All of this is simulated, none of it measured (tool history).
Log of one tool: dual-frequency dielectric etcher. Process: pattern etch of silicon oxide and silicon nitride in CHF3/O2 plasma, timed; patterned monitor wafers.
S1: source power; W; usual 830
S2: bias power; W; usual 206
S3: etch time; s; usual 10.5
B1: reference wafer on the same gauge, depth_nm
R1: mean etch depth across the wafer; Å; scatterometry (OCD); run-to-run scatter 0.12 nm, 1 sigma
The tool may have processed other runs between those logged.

Run 1, hour 0: usual settings; B1 19.09. Result: R1 179.2 Å.
At hour 25.5: wet clean of the chamber.
Run 2, hour 59.8: usual settings but S1 670 W; B1 19.11. Result: R1 168.9 Å.
Run 3, hour 132: usual settings but S1 670 W; B1 19.13. Result: R1 166.7 Å.
Run 4, hour 191.2: usual settings; B1 19.13. Result: R1 175.1 Å.
Run 5, hour 225: usual settings; B1 19.12. Result: R1 173.7 Å.
Run 6, hour 261.5: usual settings; B1 19.09. Result: R1 174.6 Å.
Run 7, hour 288.7: usual settings but S3 12.5 s; B1 19.09. Result: R1 209.3 Å.
Run 8, hour 331.1: usual settings but S1 910 W; B1 19.07. Result: R1 178.7 Å.
Run 9, hour 377.4: usual settings but S1 910 W; B1 19.07. Result: R1 177.7 Å.
At hour 460: wet clean of the chamber, repeated, since the last time left the tool worse.
Run 10, hour 552.6: usual settings but S1 740 W, S2 171 W, S3 12 s; B1 19.1. Result: R1 195.4 Å.
Run 11, hour 584: usual settings but S1 980 W, S2 183 W, S3 13 s; B1 19.1. Result: R1 226.1 Å.
Run 12, hour 615.7: usual settings; B1 19.11. Result: R1 182.1 Å.
Run 13, hour 669.5: usual settings; B1 19.08. Result: R1 183.6 Å.
Run 14, hour 703.9: usual settings; B1 19.12. Result: R1 182.8 Å.
At hour 725.2: gauge calibrated.
At hour 803.7: bias power generator calibrated.
Run 15, hour 854.6: usual settings but S2 187 W, S3 9.5 s; B1 19.12. Result: R1 160.1 Å.
At hour 937.3: wet clean of the chamber.
Run 16, hour 937.8: usual settings; B1 19.09. Result: R1 186.4 Å.
At hour 958.7: source power generator calibrated.
Run 17, hour 989: usual settings; B1 19.08. Result: R1 186.2 Å.
Run 18, hour 1056.5: usual settings but S1 890 W, S2 239 W, S3 8.5 s; B1 19.11. Result: R1 159.1 Å.
Run 19, hour 1118.6: usual settings; B1 19.11. Result: R1 181.6 Å.
At hour 1262: upper electrode replaced.
Run 20, hour 1294.3: usual settings; B1 19.08. Result: R1 182.2 Å.
At hour 1382.6: wet clean of the chamber.
Run 21, hour 1487.6: usual settings but S2 237 W, S3 12 s; B1 19.1. Result: R1 219.1 Å.
Run 22, hour 1535.9: usual settings but S1 970 W; B1 19.09. Result: R1 193.3 Å.
Run 23, hour 1598.2: usual settings but S1 980 W, S2 156 W, S3 13 s; B1 19.1. Result: R1 218.6 Å.
Run 24, hour 1641.9: usual settings; B1 19.08. Result: R1 182 Å.
Run 25, hour 1702.5: usual settings but S1 900 W, S2 220 W, S3 12 s; B1 19.08. Result: R1 217.3 Å.
Run 26, hour 1750.9: usual settings but S1 670 W, S2 229 W, S3 13 s; B1 19.1. Result: R1 220.8 Å.
Run 27, hour 1780.7: usual settings but S1 950 W, S3 13 s; B1 19.1. Result: R1 233.2 Å.
Run 28, hour 1828.1: usual settings but S1 720 W; B1 19.08. Result: R1 174.4 Å.

Exercise: give the hidden state of the tool at every run:
source power that arrives over what is set, %: 0, the same for each run
bias power that arrives over what is set, %: 0, the same for each run
gauge reads high (%): 0, the same for each run
H1: etch rate over this chamber's usual, %
run      H1
  1   -2.61
  2   -4.72
  3   -5.12
  4   -5.44
  5   -5.62
  6   -5.82
  7   -5.97
  8    -6.2
  9   -6.45
 10  -0.358
 11  -0.529
 12  -0.702
 13  -0.996
 14   -1.18
 15   -2.01
 16   0.158
 17  -0.121
 18  -0.489
 19  -0.828
 20   -1.79
 21   -0.59
 22  -0.853
 23   -1.19
 24   -1.43
 25   -1.76
 26   -2.03
 27   -2.19
 28   -2.45
